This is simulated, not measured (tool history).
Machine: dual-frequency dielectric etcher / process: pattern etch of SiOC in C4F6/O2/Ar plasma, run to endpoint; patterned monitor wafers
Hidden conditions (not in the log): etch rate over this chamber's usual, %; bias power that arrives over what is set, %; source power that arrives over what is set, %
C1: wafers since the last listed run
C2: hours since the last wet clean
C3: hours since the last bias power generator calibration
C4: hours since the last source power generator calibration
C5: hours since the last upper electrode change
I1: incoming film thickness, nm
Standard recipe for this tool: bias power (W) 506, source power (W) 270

{"run": 1, "day": 0.0, "bias power (W)": 506, "source power (W)": 250, "C1": 0, "C2": 363.6, "C3": 4329.1, "C4": 2067.9, "C5": 1823.2, "I1": 31.33, "endpoint time (s)": 12.8}
{"run": 2, "day": 1.121, "bias power (W)": 506, "source power (W)": 250, "C1": 409, "C2": 390.5, "C3": 4356.0, "C4": 2094.8, "C5": 1850.1, "I1": 31.38, "endpoint time (s)": 12.8}
{"run": 3, "day": 2.4, "bias power (W)": 506, "source power (W)": 250, "C1": 467, "C2": 421.2, "C3": 4386.7, "C4": 2125.5, "C5": 1880.8, "I1": 30.97, "endpoint time (s)": 12.6}
{"run": 4, "day": 3.504, "bias power (W)": 506, "source power (W)": 270, "C1": 403, "C2": 447.7, "C3": 4413.2, "C4": 2152.0, "C5": 1907.3, "I1": 31.27, "endpoint time (s)": 12.4}
{"run": 5, "day": 4.829, "bias power (W)": 506, "source power (W)": 270, "C1": 484, "C2": 479.5, "C3": 4445.0, "C4": 2183.8, "C5": 1939.1, "I1": 30.98, "endpoint time (s)": 12.3}
{"run": 6, "day": 6.717, "bias power (W)": 430, "source power (W)": 270, "C1": 690, "C2": 524.8, "C3": 4490.3, "C4": 2229.1, "C5": 1984.4, "I1": 31.32, "endpoint time (s)": 13.5}
{"run": 7, "day": 8.496, "bias power (W)": 430, "source power (W)": 270, "C1": 650, "C2": 567.5, "C3": 4533.0, "C4": 2271.8, "C5": 2027.1, "I1": 31.0, "endpoint time (s)": 13.3}
{"run": 8, "day": 11.417, "bias power (W)": 430, "source power (W)": 270, "C1": 1068, "C2": 637.6, "C3": 4603.1, "C4": 2341.9, "C5": 2097.2, "I1": 31.21, "endpoint time (s)": 13.6}
{"run": 9, "day": 12.421, "bias power (W)": 506, "source power (W)": 240, "C1": 367, "C2": 661.7, "C3": 4627.2, "C4": 2366.0, "C5": 2121.3, "I1": 31.17, "endpoint time (s)": 13.2}
{"day": 14.083, "done": "wet clean of the chamber"}
{"run": 10, "day": 14.779, "bias power (W)": 506, "source power (W)": 310, "C1": 496, "C2": 16.7, "C3": 4683.8, "C4": 2422.6, "C5": 2177.9, "I1": 31.3, "endpoint time (s)": 11.3}
{"run": 11, "day": 16.038, "bias power (W)": 506, "source power (W)": 310, "C1": 460, "C2": 46.9, "C3": 4714.0, "C4": 2452.8, "C5": 2208.1, "I1": 30.98, "endpoint time (s)": 11.2}
{"run": 12, "day": 17.279, "bias power (W)": 506, "source power (W)": 310, "C1": 454, "C2": 76.7, "C3": 4743.8, "C4": 2482.6, "C5": 2237.9, "I1": 31.03, "endpoint time (s)": 11.4}
{"run": 13, "day": 25.612, "bias power (W)": 506, "source power (W)": 270, "C1": 3048, "C2": 276.7, "C3": 4943.8, "C4": 2682.6, "C5": 2437.9, "I1": 31.18, "endpoint time (s)": 12.3}
{"run": 14, "day": 26.854, "bias power (W)": 506, "source power (W)": 270, "C1": 454, "C2": 306.5, "C3": 4973.6, "C4": 2712.4, "C5": 2467.7, "I1": 31.19, "endpoint time (s)": 12.2}
{"run": 15, "day": 28.758, "bias power (W)": 506, "source power (W)": 270, "C1": 696, "C2": 352.2, "C3": 5019.3, "C4": 2758.1, "C5": 2513.4, "I1": 31.25, "endpoint time (s)": 12.5}
{"run": 16, "day": 30.058, "bias power (W)": 386, "source power (W)": 270, "C1": 475, "C2": 383.4, "C3": 5050.5, "C4": 2789.3, "C5": 2544.6, "I1": 30.92, "endpoint time (s)": 13.9}
{"run": 17, "day": 35.417, "bias power (W)": 550, "source power (W)": 240, "C1": 1960, "C2": 512.0, "C3": 5179.1, "C4": 2917.9, "C5": 2673.2, "I1": 31.18, "endpoint time (s)": 12.9}
{"run": 18, "day": 37.9, "bias power (W)": 462, "source power (W)": 210, "C1": 908, "C2": 571.6, "C3": 5238.7, "C4": 2977.5, "C5": 2732.8, "I1": 31.35, "endpoint time (s)": 15.2}
{"day": 41.283, "done": "wet clean of the chamber"}
{"run": 19, "day": 41.304, "bias power (W)": 583, "source power (W)": 270, "C1": 879, "C2": 0.5, "C3": 5320.4, "C4": 3059.2, "C5": 2814.5, "I1": 31.39, "endpoint time (s)": 11.2}
{"day": 43.471, "done": "bias power generator calibrated"}
{"run": 20, "day": 43.729, "bias power (W)": 619, "source power (W)": 230, "C1": 826, "C2": 58.7, "C3": 6.2, "C4": 3117.4, "C5": 2872.7, "I1": 31.07, "endpoint time (s)": 11.9}
{"day": 46.721, "done": "upper electrode replaced, of another model than before"}
{"day": 50.233, "done": "source power generator calibrated"}
{"run": 21, "day": 52.204, "bias power (W)": 506, "source power (W)": 210, "C1": 2673, "C2": 262.1, "C3": 209.6, "C4": 47.3, "C5": 131.6, "I1": 31.5, "endpoint time (s)": 15.0}
{"run": 22, "day": 53.533, "bias power (W)": 405, "source power (W)": 340, "C1": 486, "C2": 294.0, "C3": 241.5, "C4": 79.2, "C5": 163.5, "I1": 31.22, "endpoint time (s)": 12.4}
{"run": 23, "day": 55.254, "bias power (W)": 506, "source power (W)": 270, "C1": 629, "C2": 335.3, "C3": 282.8, "C4": 120.5, "C5": 204.8, "I1": 31.39, "endpoint time (s)": 12.3}
{"run": 24, "day": 56.746, "bias power (W)": 506, "source power (W)": 300, "C1": 545, "C2": 371.1, "C3": 318.6, "C4": 156.3, "C5": 240.6, "I1": 30.96, "endpoint time (s)": 11.4}
{"run": 25, "day": 59.629, "bias power (W)": 506, "source power (W)": 270, "C1": 1054, "C2": 440.3, "C3": 387.8, "C4": 225.5, "C5": 309.8, "I1": 31.25, "endpoint time (s)": 12.5}
{"run": 26, "day": 61.738, "bias power (W)": 548, "source power (W)": 230, "C1": 771, "C2": 490.9, "C3": 438.4, "C4": 276.1, "C5": 360.4, "I1": 31.21, "endpoint time (s)": 13.3}
{"run": 27, "day": 63.246, "bias power (W)": 506, "source power (W)": 270, "C1": 551, "C2": 527.1, "C3": 474.6, "C4": 312.3, "C5": 396.6, "I1": 31.47, "endpoint time (s)": 12.6}
{"day": 65.958, "done": "wet clean of the chamber"}
{"run": 28, "day": 65.979, "bias power (W)": 563, "source power (W)": 200, "C1": 634, "C2": 0.5, "C3": 540.2, "C4": 377.9, "C5": 462.2, "I1": 31.05, "endpoint time (s)": 14.2}
{"run": 29, "day": 68.142, "bias power (W)": 506, "source power (W)": 270, "C1": 791, "C2": 52.4, "C3": 592.1, "C4": 429.8, "C5": 514.1, "I1": 31.13, "endpoint time (s)": 12.0}
{"run": 30, "day": 70.571, "bias power (W)": 613, "source power (W)": 320, "C1": 888, "C2": 110.7, "C3": 650.4, "C4": 488.1, "C5": 572.4, "I1": 31.01, "endpoint time (s)": 9.6}
{"run": 31, "day": 72.417, "bias power (W)": 506, "source power (W)": 270, "C1": 675, "C2": 155.0, "C3": 694.7, "C4": 532.4, "C5": 616.7, "I1": 31.23, "endpoint time (s)": 12.1}

Measured less the same run without the tool's hidden state. The same run-to-run variation is in both; the gauge's scatter may not be:
run=1 endpoint_time_(s)=+0.3
run=2 endpoint_time_(s)=+0.3
run=3 endpoint_time_(s)=+0.3
run=4 endpoint_time_(s)=+0.4
run=5 endpoint_time_(s)=+0.3
run=6 endpoint_time_(s)=+0.5
run=7 endpoint_time_(s)=+0.5
run=8 endpoint_time_(s)=+0.6
run=9 endpoint_time_(s)=+0.6
run=10 endpoint_time_(s)=+0.2
run=11 endpoint_time_(s)=+0.2
run=12 endpoint_time_(s)=+0.2
run=13 endpoint_time_(s)=+0.4
run=14 endpoint_time_(s)=+0.4
run=15 endpoint_time_(s)=+0.5
run=16 endpoint_time_(s)=+0.6
run=17 endpoint_time_(s)=+0.7
run=18 endpoint_time_(s)=+0.8
run=19 endpoint_time_(s)=+0.0
run=20 endpoint_time_(s)=+0.1
run=21 endpoint_time_(s)=+0.3
run=22 endpoint_time_(s)=+0.3
run=23 endpoint_time_(s)=+0.4
run=24 endpoint_time_(s)=+0.3
run=25 endpoint_time_(s)=+0.4
run=26 endpoint_time_(s)=+0.5
run=27 endpoint_time_(s)=+0.5
run=28 endpoint_time_(s)=-0.1
run=29 endpoint_time_(s)=+0.1
run=30 endpoint_time_(s)=+0.1
run=31 endpoint_time_(s)=+0.1
